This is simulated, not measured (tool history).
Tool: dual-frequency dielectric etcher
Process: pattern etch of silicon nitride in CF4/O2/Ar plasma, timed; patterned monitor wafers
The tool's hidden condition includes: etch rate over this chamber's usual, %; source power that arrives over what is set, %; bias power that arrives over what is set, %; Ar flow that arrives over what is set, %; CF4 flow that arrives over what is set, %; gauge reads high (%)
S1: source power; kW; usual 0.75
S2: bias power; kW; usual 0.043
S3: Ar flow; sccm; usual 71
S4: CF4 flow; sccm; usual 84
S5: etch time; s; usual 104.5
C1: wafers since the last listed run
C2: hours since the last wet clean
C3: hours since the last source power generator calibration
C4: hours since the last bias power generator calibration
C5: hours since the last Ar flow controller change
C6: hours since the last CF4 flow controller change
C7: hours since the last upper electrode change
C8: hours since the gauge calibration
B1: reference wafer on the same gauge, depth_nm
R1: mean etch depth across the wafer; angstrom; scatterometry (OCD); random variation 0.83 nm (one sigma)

{"run": 1, "day": 0.0, "S1": 0.75, "S2": 0.043, "S3": 71, "S4": 84, "S5": 125, "C1": 0, "C2": 64.9, "C3": 3662.7, "C4": 177.9, "C5": 5963.4, "C6": 2721, "C7": 48.6, "C8": 462.8, "B1": 231.9, "R1": 3244}
{"run": 2, "day": 2.058, "S1": 0.75, "S2": 0.043, "S3": 71, "S4": 75, "S5": 104.5, "C1": 515, "C2": 114.3, "C3": 3712.1, "C4": 227.3, "C5": 6012.8, "C6": 2770.4, "C7": 98, "C8": 512.2, "B1": 232.1, "R1": 2665}
{"run": 3, "day": 4.896, "S1": 0.75, "S2": 0.043, "S3": 71, "S4": 103, "S5": 104.5, "C1": 710, "C2": 182.4, "C3": 3780.2, "C4": 295.4, "C5": 6080.9, "C6": 2838.5, "C7": 166.1, "C8": 580.3, "B1": 232.2, "R1": 2783}
{"run": 4, "day": 6.767, "S1": 0.75, "S2": 0.043, "S3": 64, "S4": 73, "S5": 83, "C1": 468, "C2": 227.3, "C3": 3825.1, "C4": 340.3, "C5": 6125.8, "C6": 2883.4, "C7": 211, "C8": 625.2, "B1": 232.2, "R1": 2136}
{"run": 5, "day": 10.838, "S1": 0.75, "S2": 0.034, "S3": 71, "S4": 84, "S5": 88.5, "C1": 1018, "C2": 325, "C3": 3922.8, "C4": 438, "C5": 6223.5, "C6": 2981.1, "C7": 308.7, "C8": 722.9, "B1": 232.1, "R1": 2090}
{"day": 13.225, "done": "Ar flow controller replaced"}
{"run": 6, "day": 14.321, "S1": 0.75, "S2": 0.033, "S3": 71, "S4": 84, "S5": 93.5, "C1": 809, "C2": 408.6, "C3": 4006.4, "C4": 521.6, "C5": 26.3, "C6": 3064.7, "C7": 392.3, "C8": 806.5, "B1": 232.1, "R1": 2186}
{"run": 7, "day": 18.6, "S1": 0.75, "S2": 0.054, "S3": 57, "S4": 84, "S5": 104.5, "C1": 1070, "C2": 511.3, "C3": 4109.1, "C4": 624.3, "C5": 129, "C6": 3167.4, "C7": 495, "C8": 909.2, "B1": 232.2, "R1": 3004}
{"day": 19.488, "done": "source power generator calibrated"}
{"run": 8, "day": 20.112, "S1": 0.84, "S2": 0.043, "S3": 71, "S4": 84, "S5": 104.5, "C1": 336, "C2": 547.6, "C3": 15, "C4": 660.6, "C5": 165.3, "C6": 3203.7, "C7": 531.3, "C8": 945.5, "B1": 232, "R1": 2936}
{"run": 9, "day": 21.788, "S1": 0.75, "S2": 0.036, "S3": 84, "S4": 72, "S5": 104.5, "C1": 419, "C2": 587.8, "C3": 55.2, "C4": 700.8, "C5": 205.5, "C6": 3243.9, "C7": 571.5, "C8": 985.7, "B1": 232.2, "R1": 2325}
{"day": 27.129, "done": "wet clean of the chamber"}
{"run": 10, "day": 27.15, "S1": 0.75, "S2": 0.043, "S3": 71, "S4": 84, "S5": 104.5, "C1": 1091, "C2": 0.5, "C3": 183.9, "C4": 829.5, "C5": 334.2, "C6": 3372.6, "C7": 700.2, "C8": 1114.4, "B1": 232.1, "R1": 2614}
{"run": 11, "day": 29.554, "S1": 0.75, "S2": 0.05, "S3": 71, "S4": 84, "S5": 104.5, "C1": 601, "C2": 58.2, "C3": 241.6, "C4": 887.2, "C5": 391.9, "C6": 3430.3, "C7": 757.9, "C8": 1172.1, "B1": 232, "R1": 2780}
{"run": 12, "day": 33.054, "S1": 0.75, "S2": 0.035, "S3": 88, "S4": 77, "S5": 104.5, "C1": 875, "C2": 142.2, "C3": 325.6, "C4": 971.2, "C5": 475.9, "C6": 3514.3, "C7": 841.9, "C8": 1256.1, "B1": 232.1, "R1": 2303}
{"run": 13, "day": 37.25, "S1": 0.84, "S2": 0.043, "S3": 71, "S4": 89, "S5": 85, "C1": 1050, "C2": 242.9, "C3": 426.3, "C4": 1071.9, "C5": 576.6, "C6": 3615, "C7": 942.6, "C8": 1356.8, "B1": 232.1, "R1": 2396}
{"run": 14, "day": 39.2, "S1": 0.75, "S2": 0.033, "S3": 71, "S4": 84, "S5": 104.5, "C1": 487, "C2": 289.7, "C3": 473.1, "C4": 1118.7, "C5": 623.4, "C6": 3661.8, "C7": 989.4, "C8": 1403.6, "B1": 232, "R1": 2373}
{"day": 40.917, "done": "CF4 flow controller replaced"}
{"run": 15, "day": 41.012, "S1": 0.75, "S2": 0.043, "S3": 71, "S4": 76, "S5": 104.5, "C1": 391, "C2": 333.2, "C3": 516.6, "C4": 1162.2, "C5": 666.9, "C6": 2.3, "C7": 1032.9, "C8": 1447.1, "B1": 231.8, "R1": 2556}
{"day": 43.271, "done": "source power generator calibrated, repeated, since the last time left the tool worse"}
{"run": 16, "day": 45.379, "S1": 0.75, "S2": 0.046, "S3": 71, "S4": 84, "S5": 104.5, "C1": 1051, "C2": 438, "C3": 50.6, "C4": 1267, "C5": 771.7, "C6": 107.1, "C7": 1137.7, "C8": 1551.9, "B1": 231.8, "R1": 2868}
{"run": 17, "day": 48.742, "S1": 0.75, "S2": 0.051, "S3": 58, "S4": 96, "S5": 74, "C1": 841, "C2": 518.7, "C3": 131.3, "C4": 1347.7, "C5": 852.4, "C6": 187.8, "C7": 1218.4, "C8": 1632.6, "B1": 232.1, "R1": 2214}
{"run": 18, "day": 50.55, "S1": 0.75, "S2": 0.051, "S3": 58, "S4": 96, "S5": 74, "C1": 452, "C2": 562.1, "C3": 174.7, "C4": 1391.1, "C5": 895.8, "C6": 231.2, "C7": 1261.8, "C8": 1676, "B1": 232.2, "R1": 2211}
{"run": 19, "day": 52.55, "S1": 0.75, "S2": 0.043, "S3": 55, "S4": 84, "S5": 104.5, "C1": 500, "C2": 610.1, "C3": 222.7, "C4": 1439.1, "C5": 943.8, "C6": 279.2, "C7": 1309.8, "C8": 1724, "B1": 232, "R1": 2892}
{"day": 53.979, "done": "wet clean of the chamber"}
{"run": 20, "day": 63.442, "S1": 0.89, "S2": 0.043, "S3": 71, "S4": 84, "S5": 104.5, "C1": 2475, "C2": 227.1, "C3": 484.1, "C4": 1700.5, "C5": 1205.2, "C6": 540.6, "C7": 1571.2, "C8": 1985.4, "B1": 232, "R1": 3374}
{"run": 21, "day": 66.733, "S1": 0.75, "S2": 0.043, "S3": 54, "S4": 84, "S5": 104.5, "C1": 823, "C2": 306.1, "C3": 563.1, "C4": 1779.5, "C5": 1284.2, "C6": 619.6, "C7": 1650.2, "C8": 2064.4, "B1": 232.2, "R1": 2904}
{"run": 22, "day": 68.283, "S1": 0.75, "S2": 0.043, "S3": 71, "S4": 84, "S5": 104.5, "C1": 387, "C2": 343.3, "C3": 600.3, "C4": 1816.7, "C5": 1321.4, "C6": 656.8, "C7": 1687.4, "C8": 2101.6, "B1": 232, "R1": 2798}

Run-by-run hidden state of the tool:
etch rate over this chamber's usual, %: 0 at every run
bias power that arrives over what is set, %: 0 at every run
Ar flow that arrives over what is set, %: 0 at every run
CF4 flow that arrives over what is set, %: 0 at every run
gauge reads high (%): 0 at every run
H1: source power that arrives over what is set, %
run=1 H1=-3.23
run=2 H1=-3.32
run=3 H1=-3.46
run=4 H1=-3.55
run=5 H1=-3.74
run=6 H1=-3.91
run=7 H1=-4.13
run=8 H1=-6.42
run=9 H1=-6.42
run=10 H1=-6.42
run=11 H1=-6.43
run=12 H1=-6.44
run=13 H1=-6.46
run=14 H1=-6.47
run=15 H1=-6.48
run=16 H1=0.252
run=17 H1=0.249
run=18 H1=0.245
run=19 H1=0.24
run=20 H1=0.192
run=21 H1=0.171
run=22 H1=0.159
